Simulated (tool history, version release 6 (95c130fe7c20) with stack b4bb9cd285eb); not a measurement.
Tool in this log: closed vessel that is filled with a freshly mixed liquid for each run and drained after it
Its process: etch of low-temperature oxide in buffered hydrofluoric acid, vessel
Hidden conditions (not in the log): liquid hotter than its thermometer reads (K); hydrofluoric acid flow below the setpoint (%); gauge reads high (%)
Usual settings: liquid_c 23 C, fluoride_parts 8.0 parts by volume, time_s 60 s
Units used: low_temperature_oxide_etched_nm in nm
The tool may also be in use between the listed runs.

| run | hour | liquid_c | fluoride_parts | time_s | wafers since the last listed run | hours since the thermometer was replaced | hours since the hydrofluoric acid flow meter was replaced | hours since the gauge calibration | read-back film thickness of the low-temperature oxide reference wafer, read on the same gauge (nm) | low_temperature_oxide_etched_nm |
|---|---|---|---|---|---|---|---|---|---|---|
| 1 | 0.0 | 23 | 8.0 | 70 | 0 | 2508.5 | 1887.9 | 339.0 | 107.99 | 238.96 |
| 2 | 29.6 | 23 | 8.0 | 70 | 1903 | 2538.1 | 1917.5 | 368.6 | 107.89 | 238.26 |
| 3 | 45.8 | 23 | 8.0 | 70 | 1041 | 2554.3 | 1933.7 | 384.8 | 107.90 | 237.49 |
| 4 | 86.2 | 23 | 10.0 | 60 | 2598 | 2594.7 | 1974.1 | 425.2 | 107.83 | 167.52 |
| 5 | 134.7 | 23 | 10.0 | 60 | 3119 | 2643.2 | 2022.6 | 473.7 | 107.75 | 166.24 |
| 6 | 164.7 | 26 | 8.0 | 60 | 1929 | 2673.2 | 2052.6 | 503.7 | 107.73 | 238.95 |
| 7 | 179.6 | 23 | 8.0 | 50 | 958 | 2688.1 | 2067.5 | 518.6 | 107.71 | 168.60 |
|  | 192.8 | gauge calibrated |
| 8 | 195.6 | 23 | 8.0 | 60 | 1029 | 2704.1 | 2083.5 | 2.8 | 109.91 | 209.01 |
| 9 | 210.8 | 23 | 8.0 | 60 | 977 | 2719.3 | 2098.7 | 18.0 | 109.70 | 206.62 |
| 10 | 227.7 | 23 | 8.0 | 60 | 1086 | 2736.2 | 2115.6 | 34.9 | 109.52 | 207.73 |
| 11 | 250.1 | 23 | 8.0 | 60 | 1440 | 2758.6 | 2138.0 | 57.3 | 109.24 | 204.27 |
| 12 | 272.0 | 23 | 8.0 | 40 | 1408 | 2780.5 | 2159.9 | 79.2 | 109.06 | 138.76 |
|  | 300.9 | thermometer replaced |
| 13 | 301.4 | 23 | 8.0 | 40 | 1826 | 0.5 | 2189.3 | 108.6 | 108.79 | 136.85 |
| 14 | 313.9 | 23 | 9.5 | 60 | 803 | 13.0 | 2201.8 | 121.1 | 108.66 | 173.03 |

For run 15, what comes out?
| 15 | 331.8 | 23 | 5.0 | 85 | 1151 | 30.9 | 2219.7 | 139.0 | ? | ? |

read-back film thickness of the low-temperature oxide reference wafer, read on the same gauge (nm): 108.57
low_temperature_oxide_etched_nm: 443.21 nm
On a tool with no hidden condition, and with the same random variation, this run would have come out at low_temperature_oxide_etched_nm 449.03 nm.
